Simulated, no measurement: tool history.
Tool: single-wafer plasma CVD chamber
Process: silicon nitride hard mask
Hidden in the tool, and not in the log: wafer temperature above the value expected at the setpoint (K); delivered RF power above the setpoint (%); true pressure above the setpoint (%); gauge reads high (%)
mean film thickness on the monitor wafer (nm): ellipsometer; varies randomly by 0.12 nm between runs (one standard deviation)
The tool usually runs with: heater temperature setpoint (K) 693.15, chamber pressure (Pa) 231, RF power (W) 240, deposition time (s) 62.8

run,hour,heater temperature setpoint (K),chamber pressure (Pa),RF power (W),deposition time (s),wafers since the last listed run,hours since the last thermocouple change,hours since the last RF generator calibration,hours since the last manometer calibration,hours since the showerhead was replaced,hours since the gauge calibration,"read-back reference wafer on the same gauge, thickness_nm",mean film thickness on the monitor wafer (nm)
1,0,698.15,231,240,62.8,0,2035.4,2333.4,766,3422.7,271.9,72.32,70.616
2,8,698.15,231,240,62.8,132,2043.4,2341.4,774,3430.7,279.9,72.246,70.443
3,16.1,693.15,265,220,62.8,134,2051.5,2349.5,782.1,3438.8,288,72.313,70.247
4,32.4,693.15,231,240,62.8,269,2067.8,2365.8,798.4,3455.1,304.3,72.289,70.62
5,41.7,693.15,231,240,62.8,153,2077.1,2375.1,807.7,3464.4,313.6,72.322,70.49
6,53.2,693.15,231,240,62.8,190,2088.6,2386.6,819.2,3475.9,325.1,72.288,70.573
7,65.8,693.15,231,240,62.8,208,2101.2,2399.2,831.8,3488.5,337.7,72.33,70.456
8,73.4,693.15,231,240,62.8,125,2108.8,2406.8,839.4,3496.1,345.3,72.331,70.522
9,83,693.15,231,240,62.8,158,2118.4,2416.4,849,3505.7,354.9,72.319,70.434
10,94.4,693.15,231,240,62.8,188,2129.8,2427.8,860.4,3517.1,366.3,72.334,70.628
11,112,693.15,231,240,62.8,291,2147.4,2445.4,878,3534.7,383.9,72.26,70.495
12,119.8,693.15,231,240,62.8,129,2155.2,2453.2,885.8,3542.5,391.7,72.306,70.223
# hour 133.4: gauge calibrated
# hour 134.7: showerhead replaced
13,135.2,693.15,231,240,62.8,122,2170.6,2468.6,901.2,0.5,1.8,72.331,70.468
14,138.4,706.15,201,200,69.5,52,2173.8,2471.8,904.4,3.7,5,72.281,65.075
15,179,693.15,231,240,62.8,671,2214.4,2512.4,945,44.3,45.6,72.267,70.254
16,197,707.15,231,240,68.7,297,2232.4,2530.4,963,62.3,63.6,72.32,76.489
17,203.1,693.15,263,195,55.1,100,2238.5,2536.5,969.1,68.4,69.7,72.298,56.438
# hour 218.2: thermocouple changed; heater temperature recalibrated
# hour 225: RF generator calibrated
18,225.5,693.15,231,240,62.8,126,7.3,0.5,991.5,90.8,92.1,72.321,74.737
19,234.4,703.15,231,240,62.8,147,16.2,9.4,1000.4,99.7,101,72.293,74.741
# hour 247.1: capacitance manometer re-zeroed and calibrated
20,251,693.15,231,240,69.9,142,32.8,26,3.9,116.3,117.6,72.319,81.241
21,297.5,693.15,231,215,62.8,769,79.3,72.5,50.4,162.8,164.1,72.289,68.228
22,313.2,693.15,261,240,62.8,259,95,88.2,66.1,178.5,179.8,72.297,76.771
23,325.9,693.15,249,240,71.8,210,107.7,100.9,78.8,191.2,192.5,72.283,86.045
24,334.8,707.15,231,240,62.8,147,116.6,109.8,87.7,200.1,201.4,72.315,72.851
25,344.2,693.15,231,240,62.8,155,126,119.2,97.1,209.5,210.8,72.304,73.364
26,350.4,688.15,265,240,56.6,102,132.2,125.4,103.3,215.7,217,72.262,69.684
27,361.7,693.15,231,240,67.2,186,143.5,136.7,114.6,227,228.3,72.349,78.149

Measured result minus the same run's result without the hidden state. Both carry the same run-to-run variation, though not necessarily the same gauge scatter:
run,mean film thickness on the monitor wafer (nm)
1,-2.313
2,-2.317
3,-2.559
4,-2.356
5,-2.364
6,-2.382
7,-2.396
8,-2.409
9,-2.42
10,-2.443
11,-2.465
12,-2.467
13,-2.499
14,-2.302
15,-2.562
16,-2.822
17,-2.364
18,+2.136
19,+2.156
20,+0.134
21,+0.212
22,+0.253
23,+0.334
24,+0.321
25,+0.345
26,+0.306
27,+0.41
